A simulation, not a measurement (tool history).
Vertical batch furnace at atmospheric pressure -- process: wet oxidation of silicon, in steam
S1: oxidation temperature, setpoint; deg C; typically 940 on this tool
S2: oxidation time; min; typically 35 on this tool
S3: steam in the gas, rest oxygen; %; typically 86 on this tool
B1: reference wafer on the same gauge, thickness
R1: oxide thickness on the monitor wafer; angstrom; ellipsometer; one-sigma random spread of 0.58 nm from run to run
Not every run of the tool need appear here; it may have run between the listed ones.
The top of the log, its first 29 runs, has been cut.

Run 30, hour 444.8: usual settings but S1 924 deg C, S2 51 min; B1 156.99. Result: R1 1695.2 angstrom.
Run 31, hour 452.9: usual settings but S1 964 deg C, S2 19.5 min, S3 93 %; B1 157.09. Result: R1 1240.5 angstrom.
Run 32, hour 467.8: usual settings but S1 929 deg C, S2 30 min; B1 157.12. Result: R1 1134.2 angstrom.
Run 33, hour 476.1: usual settings but S1 928 deg C, S2 27 min, S3 75 %; B1 157. Result: R1 898.4 angstrom.
Run 34, hour 496.4: usual settings but S1 927 deg C, S2 24.5 min; B1 157.16. Result: R1 917.6 angstrom.
Run 35, hour 518.6: usual settings; B1 156.9. Result: R1 1460 angstrom.
Run 36, hour 528.8: usual settings but S1 930 deg C, S3 82 %; B1 156.95. Result: R1 1261.9 angstrom.
Run 37, hour 541.7: usual settings but S1 949 deg C, S2 28 min; B1 157.1. Result: R1 1333.9 angstrom.

5 ways to go on from here, each from the tool as it stands after run 37. What would each give?
Run A, hour 546.3: usual settings but S1 933 deg C; B1 ?. Result: R1 ?.
Run B, hour 546.3: usual settings but S2 42.5 min; B1 ?. Result: R1 ?.
Run C, hour 546.3: usual settings but S1 955 deg C, S3 76 %; B1 ?. Result: R1 ?.
Run D, hour 546.3: usual settings but S2 22 min, S3 91 %; B1 ?. Result: R1 ?.
Run E, hour 546.3: usual settings but S1 947 deg C; B1 ?. Result: R1 ?.

run      B1      R1
  A  157.01  1352.5
  B  157.01  1731.9
  C  157.01    1562
  D  157.01  1019.5
  E  157.01    1585
What these runs would have given with no unlogged condition in the tool:
run      R1
  A  1352.5
  B  1731.9
  C    1562
  D  1019.5
  E    1585
